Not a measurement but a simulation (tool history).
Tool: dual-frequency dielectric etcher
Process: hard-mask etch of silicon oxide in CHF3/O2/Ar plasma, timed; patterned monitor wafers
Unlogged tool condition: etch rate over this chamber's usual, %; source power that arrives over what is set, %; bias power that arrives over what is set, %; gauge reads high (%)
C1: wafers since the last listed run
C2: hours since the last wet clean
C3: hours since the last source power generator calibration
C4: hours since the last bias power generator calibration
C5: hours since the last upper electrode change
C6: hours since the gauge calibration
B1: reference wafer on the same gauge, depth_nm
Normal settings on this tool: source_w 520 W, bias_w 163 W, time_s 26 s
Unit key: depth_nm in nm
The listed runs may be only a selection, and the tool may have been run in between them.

Run 1, hour 0: usual settings but source_w 610 W; C1 0; C2 546.2; C3 3580.9; C4 954.8; C5 2435.4; C6 955.2; B1 51.74. Result: depth_nm 49.91 nm.
At hour 12.9: wet clean of the chamber.
Run 2, hour 43: usual settings; C1 581; C2 30.1; C3 3623.9; C4 997.8; C5 2478.4; C6 998.2; B1 51.71. Result: depth_nm 47.78 nm.
Run 3, hour 88.4: usual settings; C1 876; C2 75.5; C3 3669.3; C4 1043.2; C5 2523.8; C6 1043.6; B1 51.7. Result: depth_nm 47.59 nm.
Run 4, hour 166.8: usual settings; C1 1513; C2 153.9; C3 3747.7; C4 1121.6; C5 2602.2; C6 1122; B1 51.68. Result: depth_nm 47.17 nm.
Run 5, hour 219.7: usual settings; C1 1021; C2 206.8; C3 3800.6; C4 1174.5; C5 2655.1; C6 1174.9; B1 51.73. Result: depth_nm 47.06 nm.
Run 6, hour 317.8: usual settings; C1 1893; C2 304.9; C3 3898.7; C4 1272.6; C5 2753.2; C6 1273; B1 51.71. Result: depth_nm 46.87 nm.
Run 7, hour 396.8: usual settings; C1 1525; C2 383.9; C3 3977.7; C4 1351.6; C5 2832.2; C6 1352; B1 51.7. Result: depth_nm 46.52 nm.
At hour 450.3: wet clean of the chamber.
Run 8, hour 492.2: usual settings; C1 1378; C2 41.9; C3 4073.1; C4 1447; C5 2927.6; C6 1447.4; B1 51.73. Result: depth_nm 47.63 nm.
Run 9, hour 582.3: usual settings; C1 1739; C2 132; C3 4163.2; C4 1537.1; C5 3017.7; C6 1537.5; B1 51.73. Result: depth_nm 47.35 nm.
Run 10, hour 625.1: usual settings; C1 826; C2 174.8; C3 4206; C4 1579.9; C5 3060.5; C6 1580.3; B1 51.66. Result: depth_nm 47.25 nm.
At hour 679.6: upper electrode replaced.
Run 11, hour 688.3: usual settings; C1 756; C2 238; C3 4269.2; C4 1643.1; C5 8.7; C6 1643.5; B1 51.74. Result: depth_nm 47.06 nm.
Run 12, hour 749.6: usual settings; C1 1183; C2 299.3; C3 4330.5; C4 1704.4; C5 70; C6 1704.8; B1 51.67. Result: depth_nm 46.84 nm.
Run 13, hour 827.1: usual settings but source_w 410 W; C1 1496; C2 376.8; C3 4408; C4 1781.9; C5 147.5; C6 1782.3; B1 51.66. Result: depth_nm 41.57 nm.
At hour 889.3: source power generator calibrated.
At hour 905.6: wet clean of the chamber.
Run 14, hour 907: usual settings but source_w 590 W; C1 1151; C2 1.4; C3 17.7; C4 1861.8; C5 227.4; C6 1862.2; B1 51.78. Result: depth_nm 51.47 nm.
At hour 929: bias power generator calibrated.
Run 15, hour 966.6: usual settings but source_w 570 W, bias_w 147 W, time_s 30.5 s; C1 1073; C2 61; C3 77.3; C4 37.6; C5 287; C6 1921.8; B1 51.7. Result: depth_nm 55.46 nm.
Run 16, hour 1070.4: usual settings but source_w 430 W, bias_w 194 W, time_s 28.5 s; C1 2003; C2 164.8; C3 181.1; C4 141.4; C5 390.8; C6 2025.6; B1 51.73. Result: depth_nm 50.88 nm.
Run 17, hour 1126: usual settings but source_w 420 W, time_s 23 s; C1 1073; C2 220.4; C3 236.7; C4 197; C5 446.4; C6 2081.2; B1 51.7. Result: depth_nm 37.34 nm.
Run 18, hour 1188.2: usual settings; C1 1200; C2 282.6; C3 298.9; C4 259.2; C5 508.6; C6 2143.4; B1 51.72. Result: depth_nm 46.87 nm.
At hour 1223.2: gauge calibrated.
Run 19, hour 1241.3: usual settings; C1 1025; C2 335.7; C3 352; C4 312.3; C5 561.7; C6 18.1; B1 51.7. Result: depth_nm 46.18 nm.
Run 20, hour 1336.2: usual settings but bias_w 183 W; C1 1832; C2 430.6; C3 446.9; C4 407.2; C5 656.6; C6 113; B1 51.75. Result: depth_nm 48.65 nm.
At hour 1375.4: wet clean of the chamber.
Run 21, hour 1436.5: usual settings; C1 1472; C2 61.1; C3 547.2; C4 507.5; C5 756.9; C6 213.3; B1 51.69. Result: depth_nm 47.64 nm.
Run 22, hour 1523.9: usual settings; C1 1687; C2 148.5; C3 634.6; C4 594.9; C5 844.3; C6 300.7; B1 51.66. Result: depth_nm 47.17 nm.
Run 23, hour 1560.7: usual settings but source_w 480 W; C1 710; C2 185.3; C3 671.4; C4 631.7; C5 881.1; C6 337.5; B1 51.66. Result: depth_nm 45.36 nm.
Run 24, hour 1642.2: usual settings; C1 1573; C2 266.8; C3 752.9; C4 713.2; C5 962.6; C6 419; B1 51.68. Result: depth_nm 47.08 nm.

Consider 4 possible next runs. They are alternatives, not a sequence: every one starts from the tool as it was left by run 24. What does each give?
Run A, hour 1642.6: usual settings but source_w 450 W; C1 7; C2 267.2; C3 753.3; C4 713.6; C5 963; C6 419.4; B1 ?. Result: depth_nm ?.
Run B, hour 1642.6: usual settings but source_w 560 W, bias_w 133 W, time_s 32.5 s; C1 7; C2 267.2; C3 753.3; C4 713.6; C5 963; C6 419.4; B1 ?. Result: depth_nm ?.
Run C, hour 1642.6: usual settings but source_w 450 W, bias_w 185 W; C1 7; C2 267.2; C3 753.3; C4 713.6; C5 963; C6 419.4; B1 ?. Result: depth_nm ?.
Run D, hour 1642.6: usual settings but source_w 650 W, time_s 23 s; C1 7; C2 267.2; C3 753.3; C4 713.6; C5 963; C6 419.4; B1 ?. Result: depth_nm ?.

run    B1  depth_nm
  A  51.7      43.8
  B  51.7     55.36
  C  51.7      46.3
  D  51.7      45.7
What these runs would have given with no unlogged condition in the tool:
run  depth_nm
  A     44.14
  B     55.84
  C     46.64
  D     46.07

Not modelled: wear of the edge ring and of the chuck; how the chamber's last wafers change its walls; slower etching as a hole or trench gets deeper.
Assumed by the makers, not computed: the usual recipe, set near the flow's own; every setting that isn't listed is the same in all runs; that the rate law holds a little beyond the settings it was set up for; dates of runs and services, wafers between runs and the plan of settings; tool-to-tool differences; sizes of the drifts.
